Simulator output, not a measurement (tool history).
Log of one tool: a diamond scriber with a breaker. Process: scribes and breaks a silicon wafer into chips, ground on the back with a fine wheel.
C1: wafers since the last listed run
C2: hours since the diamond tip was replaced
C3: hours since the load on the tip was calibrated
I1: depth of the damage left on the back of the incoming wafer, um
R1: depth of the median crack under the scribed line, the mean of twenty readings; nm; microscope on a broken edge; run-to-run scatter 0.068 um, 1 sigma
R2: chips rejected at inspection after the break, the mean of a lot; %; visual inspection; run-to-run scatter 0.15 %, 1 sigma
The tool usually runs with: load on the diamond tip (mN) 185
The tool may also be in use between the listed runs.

{"run": 1, "day": 0.0, "load on the diamond tip (mN)": 155, "C1": 0, "C2": 120.7, "C3": 941.8, "I1": 1.89, "R1": 7630, "R2": 2.4}
{"run": 2, "day": 4.05, "load on the diamond tip (mN)": 155, "C1": 284, "C2": 217.9, "C3": 1039, "I1": 2.91, "R1": 7610, "R2": 5.28}
{"run": 3, "day": 5.571, "load on the diamond tip (mN)": 185, "C1": 106, "C2": 254.4, "C3": 1075.5, "I1": 2.29, "R1": 8390, "R2": 2.18}
{"day": 7.375, "done": "diamond tip replaced by a new one"}
{"run": 4, "day": 8.983, "load on the diamond tip (mN)": 185, "C1": 233, "C2": 38.6, "C3": 1157.4, "I1": 2.96, "R1": 8570, "R2": 3.63}
{"run": 5, "day": 10.571, "load on the diamond tip (mN)": 185, "C1": 111, "C2": 76.7, "C3": 1195.5, "I1": 2.51, "R1": 8480, "R2": 2.86}
{"run": 6, "day": 13.021, "load on the diamond tip (mN)": 185, "C1": 171, "C2": 135.5, "C3": 1254.3, "I1": 2.33, "R1": 8560, "R2": 2.45}
{"day": 22.504, "done": "diamond tip replaced by a new one"}
{"run": 7, "day": 25.125, "load on the diamond tip (mN)": 185, "C1": 843, "C2": 62.9, "C3": 1544.8, "I1": 2.7, "R1": 8540, "R2": 3.26}
{"run": 8, "day": 28.108, "load on the diamond tip (mN)": 158, "C1": 209, "C2": 134.5, "C3": 1616.4, "I1": 1.54, "R1": 7810, "R2": 1.55}
{"run": 9, "day": 32.542, "load on the diamond tip (mN)": 158, "C1": 311, "C2": 240.9, "C3": 1722.8, "I1": 2.53, "R1": 7880, "R2": 3.55}
{"run": 10, "day": 35.471, "load on the diamond tip (mN)": 185, "C1": 205, "C2": 311.2, "C3": 1793.1, "I1": 1.98, "R1": 8490, "R2": 1.73}
{"run": 11, "day": 37.621, "load on the diamond tip (mN)": 209, "C1": 150, "C2": 362.8, "C3": 1844.7, "I1": 2.29, "R1": 9100, "R2": 2.99}
{"day": 37.812, "done": "diamond tip replaced by a new one"}
{"run": 12, "day": 39.217, "load on the diamond tip (mN)": 185, "C1": 106, "C2": 33.7, "C3": 1883, "I1": 2.4, "R1": 8820, "R2": 2.8}
{"run": 13, "day": 41.904, "load on the diamond tip (mN)": 220, "C1": 188, "C2": 98.2, "C3": 1947.5, "I1": 1.72, "R1": 9430, "R2": 3.29}
{"run": 14, "day": 46.288, "load on the diamond tip (mN)": 208, "C1": 307, "C2": 203.4, "C3": 2052.7, "I1": 2.66, "R1": 9230, "R2": 3.87}
{"run": 15, "day": 48.612, "load on the diamond tip (mN)": 202, "C1": 163, "C2": 259.2, "C3": 2108.5, "I1": 2.74, "R1": 9010, "R2": 4.2}
{"day": 49.142, "done": "load on the tip recalibrated"}
{"day": 49.642, "done": "diamond tip replaced by a new one"}
{"run": 16, "day": 50.892, "load on the diamond tip (mN)": 167, "C1": 148, "C2": 30, "C3": 42, "I1": 1.67, "R1": 7550, "R2": 2.26}
{"run": 17, "day": 60.862, "load on the diamond tip (mN)": 162, "C1": 699, "C2": 269.3, "C3": 281.3, "I1": 1.84, "R1": 7420, "R2": 2.81}
{"day": 62.812, "done": "diamond tip replaced by a new one"}
{"run": 18, "day": 64.229, "load on the diamond tip (mN)": 205, "C1": 230, "C2": 34, "C3": 362.1, "I1": 2.55, "R1": 8860, "R2": 3.23}
{"run": 19, "day": 67.692, "load on the diamond tip (mN)": 148, "C1": 242, "C2": 117.1, "C3": 445.2, "I1": 2.14, "R1": 7160, "R2": 4.63}

Some steps in R1, run to run, broken into two amounts with sign: the step expected even without the hidden condition (settings, incoming material, random variation), and the rest, left for the hidden condition together with whatever gauge scatter is not in both the measured and the hidden-condition-free result:
Hidden state at play: share of the diamond tip's cutting effectiveness lost through wear, %; deviation of the load on the tip from its setpoint, %.
Run 15 -> 16: load on the diamond tip (mN) 202 -> 167, load on the tip recalibrated, diamond tip replaced by a new one. R1 -1460 nm: hidden state -520, all else -940.
Run 18 -> 19: load on the diamond tip (mN) 205 -> 148. R1 -1700 nm: hidden state -70, all else -1630.
